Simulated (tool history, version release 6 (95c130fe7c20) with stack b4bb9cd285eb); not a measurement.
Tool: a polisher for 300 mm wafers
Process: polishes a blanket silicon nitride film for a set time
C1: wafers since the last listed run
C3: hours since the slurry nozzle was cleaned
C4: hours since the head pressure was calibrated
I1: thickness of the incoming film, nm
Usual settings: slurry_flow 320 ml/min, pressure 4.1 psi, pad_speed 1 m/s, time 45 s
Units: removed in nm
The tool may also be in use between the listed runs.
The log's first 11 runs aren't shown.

-- hour=859.7 head pressure recalibrated
run 12 hour=908.1 | slurry_flow=420 pressure=4.1 pad_speed=1 time=29 | C1=1047 wafers_polished_on_this_pad=7248 C3=225 C4=48.4 | I1=434.1 | removed=58.5
run 13 hour=993.6 | slurry_flow=320 pressure=3.2 pad_speed=0.66 time=45 | C1=940 wafers_polished_on_this_pad=8189 C3=310.5 C4=133.9 | I1=429.6 | removed=50.7
-- hour=1043.5 worn pad replaced by a new one
run 14 hour=1077.5 | slurry_flow=320 pressure=4.1 pad_speed=1.16 time=45 | C1=879 wafers_polished_on_this_pad=374 C3=394.4 C4=217.8 | I1=431.7 | removed=98
run 15 hour=1124.8 | slurry_flow=410 pressure=4.1 pad_speed=1 time=35 | C1=520 wafers_polished_on_this_pad=894 C3=441.7 C4=265.1 | I1=428.8 | removed=66.8
run 16 hour=1184.9 | slurry_flow=320 pressure=4.1 pad_speed=1 time=45 | C1=661 wafers_polished_on_this_pad=1556 C3=501.8 C4=325.2 | I1=430.5 | removed=85
run 17 hour=1224.5 | slurry_flow=320 pressure=4.1 pad_speed=1 time=45 | C1=435 wafers_polished_on_this_pad=1992 C3=541.4 C4=364.8 | I1=426.9 | removed=84.7
run 18 hour=1327.2 | slurry_flow=225 pressure=4.1 pad_speed=1.18 time=45 | C1=1130 wafers_polished_on_this_pad=3122 C3=644.1 C4=467.5 | I1=428.3 | removed=92
-- hour=1385.9 slurry nozzle cleaned
run 19 hour=1390.9 | slurry_flow=375 pressure=4.1 pad_speed=1 time=45 | C1=690 wafers_polished_on_this_pad=3812 C3=5 C4=531.2 | I1=431.6 | removed=83.8
run 20 hour=1493 | slurry_flow=370 pressure=4.1 pad_speed=1 time=60 | C1=1123 wafers_polished_on_this_pad=4935 C3=107.1 C4=633.3 | I1=433.8 | removed=111
run 21 hour=1555.4 | slurry_flow=320 pressure=4.1 pad_speed=1 time=45 | C1=686 wafers_polished_on_this_pad=5622 C3=169.5 C4=695.7 | I1=427.6 | removed=80.4
run 22 hour=1621.9 | slurry_flow=320 pressure=4.1 pad_speed=0.84 time=45 | C1=731 wafers_polished_on_this_pad=6354 C3=236 C4=762.2 | I1=429.5 | removed=70.3
-- hour=1715 worn pad replaced by a new one
run 23 hour=1720.2 | slurry_flow=220 pressure=4.1 pad_speed=1.26 time=45 | C1=1037 wafers_polished_on_this_pad=57 C3=334.3 C4=860.5 | I1=434.9 | removed=91.7
-- hour=1753.1 head pressure recalibrated
run 24 hour=1773.7 | slurry_flow=410 pressure=4.1 pad_speed=1 time=35 | C1=566 wafers_polished_on_this_pad=624 C3=387.8 C4=20.6 | I1=424 | removed=68.6
run 25 hour=1880.7 | slurry_flow=320 pressure=4.1 pad_speed=1 time=58 | C1=1177 wafers_polished_on_this_pad=1801 C3=494.8 C4=127.6 | I1=422.4 | removed=111.7
run 26 hour=1982.3 | slurry_flow=320 pressure=3.6 pad_speed=1 time=40 | C1=1118 wafers_polished_on_this_pad=2919 C3=596.4 C4=229.2 | I1=433 | removed=67.7
run 27 hour=2089.1 | slurry_flow=320 pressure=3.4 pad_speed=1.12 time=45 | C1=1175 wafers_polished_on_this_pad=4095 C3=703.2 C4=336 | I1=433.1 | removed=78
run 28 hour=2173.6 | slurry_flow=320 pressure=4.1 pad_speed=1.14 time=32 | C1=929 wafers_polished_on_this_pad=5025 C3=787.7 C4=420.5 | I1=432.3 | removed=65.2
-- hour=2202.3 slurry nozzle cleaned
run 29 hour=2235.2 | slurry_flow=320 pressure=3.5 pad_speed=0.76 time=45 | C1=666 wafers_polished_on_this_pad=5691 C3=32.9 C4=482.1 | I1=424.5 | removed=56.9
run 30 hour=2331.5 | slurry_flow=320 pressure=4.1 pad_speed=1 time=45 | C1=1059 wafers_polished_on_this_pad=6751 C3=129.2 C4=578.4 | I1=424.2 | removed=82.7
-- hour=2463.9 worn pad replaced by a new one
-- hour=2554 head pressure recalibrated
run 31 hour=2607.8 | slurry_flow=320 pressure=4.1 pad_speed=1 time=55 | C1=2974 wafers_polished_on_this_pad=1561 C3=405.5 C4=53.8 | I1=433.3 | removed=104.4
run 32 hour=2661.5 | slurry_flow=320 pressure=4.1 pad_speed=1.26 time=52 | C1=590 wafers_polished_on_this_pad=2152 C3=459.2 C4=107.5 | I1=427.3 | removed=121.1
run 33 hour=2729.8 | slurry_flow=285 pressure=4.9 pad_speed=1 time=61 | C1=751 wafers_polished_on_this_pad=2903 C3=527.5 C4=175.8 | I1=431 | removed=134.9
run 34 hour=2823.4 | slurry_flow=320 pressure=4.1 pad_speed=1 time=36 | C1=1030 wafers_polished_on_this_pad=3933 C3=621.1 C4=269.4 | I1=433.9 | removed=66.5

The next listed run, before its measurement:
run 35 hour=2897.5 | slurry_flow=380 pressure=5.2 pad_speed=0.88 time=45 | C1=815 wafers_polished_on_this_pad=4749 C3=695.2 C4=343.5 | I1=430.8 | removed=?

removed: 94.1 nm
Without the tool's hidden state the same run would have given removed 98.7 nm.
